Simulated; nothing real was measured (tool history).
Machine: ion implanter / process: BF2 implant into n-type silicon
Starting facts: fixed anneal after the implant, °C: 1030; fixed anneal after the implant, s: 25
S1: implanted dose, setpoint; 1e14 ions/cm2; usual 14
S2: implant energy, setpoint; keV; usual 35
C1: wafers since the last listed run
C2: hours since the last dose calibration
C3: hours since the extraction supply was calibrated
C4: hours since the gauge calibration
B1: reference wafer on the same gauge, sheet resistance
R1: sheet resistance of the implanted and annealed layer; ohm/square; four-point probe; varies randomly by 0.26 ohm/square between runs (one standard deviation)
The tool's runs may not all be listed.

run 1 day=0 | S1=14 S2=42.5 | C1=0 C2=462.1 C3=5057.1 C4=2028 | B1=99.05 | R1=100.71
run 2 day=2.408 | S1=14 S2=42.5 | C1=869 C2=519.9 C3=5114.9 C4=2085.8 | B1=99.03 | R1=101.03
run 3 day=4.425 | S1=14 S2=42.5 | C1=727 C2=568.3 C3=5163.3 C4=2134.2 | B1=99.07 | R1=101.11
run 4 day=6.2 | S1=14 S2=35 | C1=640 C2=610.9 C3=5205.9 C4=2176.8 | B1=99.01 | R1=107.56
run 5 day=8.271 | S1=14 S2=35 | C1=747 C2=660.6 C3=5255.6 C4=2226.5 | B1=99.04 | R1=107.31
-- day=15.279 Faraday cup replaced and dose calibrated
run 6 day=15.3 | S1=14 S2=35 | C1=2416 C2=0.5 C3=5424.3 C4=2395.2 | B1=99.01 | R1=106.23
run 7 day=16.25 | S1=14 S2=35 | C1=342 C2=23.3 C3=5447.1 C4=2418 | B1=99.03 | R1=105.92
run 8 day=17.354 | S1=14 S2=35 | C1=398 C2=49.8 C3=5473.6 C4=2444.5 | B1=99.03 | R1=105.5
-- day=19.15 gauge calibrated
run 9 day=19.408 | S1=14 S2=35 | C1=741 C2=99.1 C3=5522.9 C4=6.2 | B1=99.06 | R1=106.11
run 10 day=21.35 | S1=14 S2=35 | C1=700 C2=145.7 C3=5569.5 C4=52.8 | B1=99.02 | R1=105.96
run 11 day=23.242 | S1=14 S2=35 | C1=682 C2=191.1 C3=5614.9 C4=98.2 | B1=99 | R1=106.8
run 12 day=25.021 | S1=14 S2=35 | C1=642 C2=233.8 C3=5657.6 C4=140.9 | B1=99.05 | R1=106.66
run 13 day=27.846 | S1=14 S2=35 | C1=1019 C2=301.6 C3=5725.4 C4=208.7 | B1=98.92 | R1=106.63
run 14 day=30.442 | S1=14 S2=35 | C1=936 C2=363.9 C3=5787.7 C4=271 | B1=98.91 | R1=107.16
run 15 day=32.8 | S1=10.2 S2=23.5 | C1=851 C2=420.5 C3=5844.3 C4=327.6 | B1=99.02 | R1=140.81
run 16 day=34.471 | S1=11.72 S2=44 | C1=603 C2=460.6 C3=5884.4 C4=367.7 | B1=99.01 | R1=110.28
run 17 day=36.046 | S1=14 S2=35 | C1=568 C2=498.4 C3=5922.2 C4=405.5 | B1=98.88 | R1=107.34
run 18 day=38.112 | S1=14 S2=35 | C1=745 C2=548 C3=5971.8 C4=455.1 | B1=99.02 | R1=107.04
run 19 day=39.767 | S1=11.72 S2=44 | C1=596 C2=587.7 C3=6011.5 C4=494.8 | B1=99.06 | R1=110.97
run 20 day=41.708 | S1=16.15 S2=35 | C1=700 C2=634.3 C3=6058.1 C4=541.4 | B1=98.98 | R1=102.33
run 21 day=42.888 | S1=14 S2=42.5 | C1=425 C2=662.6 C3=6086.4 C4=569.7 | B1=99 | R1=101.55
run 22 day=44.321 | S1=14 S2=35 | C1=517 C2=697 C3=6120.8 C4=604.1 | B1=99.03 | R1=108.17
run 23 day=46.121 | S1=14 S2=35 | C1=649 C2=740.2 C3=6164 C4=647.3 | B1=99 | R1=107.71
run 24 day=47.267 | S1=11.98 S2=27 | C1=413 C2=767.7 C3=6191.5 C4=674.8 | B1=99.08 | R1=125.47
-- day=47.754 extraction supply calibrated
-- day=49.642 Faraday cup replaced and dose calibrated
run 25 day=50.246 | S1=17.33 S2=30 | C1=834 C2=14.5 C3=59.8 C4=746.3 | B1=98.96 | R1=104.56
run 26 day=51.471 | S1=17.39 S2=45 | C1=442 C2=43.9 C3=89.2 C4=775.7 | B1=98.96 | R1=90.33
run 27 day=53.562 | S1=14 S2=47 | C1=754 C2=94.1 C3=139.4 C4=825.9 | B1=98.97 | R1=96.56
run 28 day=56.529 | S1=10.28 S2=29.5 | C1=1070 C2=165.3 C3=210.6 C4=897.1 | B1=99 | R1=130.04
run 29 day=59.154 | S1=17.5 S2=46.5 | C1=947 C2=228.3 C3=273.6 C4=960.1 | B1=98.91 | R1=89.28
run 30 day=61.65 | S1=16.44 S2=35 | C1=900 C2=288.2 C3=333.5 C4=1020 | B1=98.95 | R1=100.62
run 31 day=63.988 | S1=14 S2=35 | C1=843 C2=344.3 C3=389.6 C4=1076.1 | B1=99 | R1=106.54
run 32 day=66.212 | S1=10.24 S2=46 | C1=803 C2=397.7 C3=443 C4=1129.5 | B1=99.04 | R1=119.1
run 33 day=67.604 | S1=10.85 S2=26 | C1=502 C2=431.1 C3=476.4 C4=1162.9 | B1=99.04 | R1=131.3
run 34 day=68.808 | S1=14 S2=35 | C1=434 C2=460 C3=505.3 C4=1191.8 | B1=98.99 | R1=106.76

Estimate the outcome of run 35 from the log above:
run 35 day=70.921 | S1=10.17 S2=32 | C1=762 C2=510.7 C3=556 C4=1242.5 | B1=? | R1=?

Run 35 produced B1 98.98, R1 129.3 ohm/square.
Minus the tool's unlogged condition, the same run would have read R1 127.47 ohm/square.
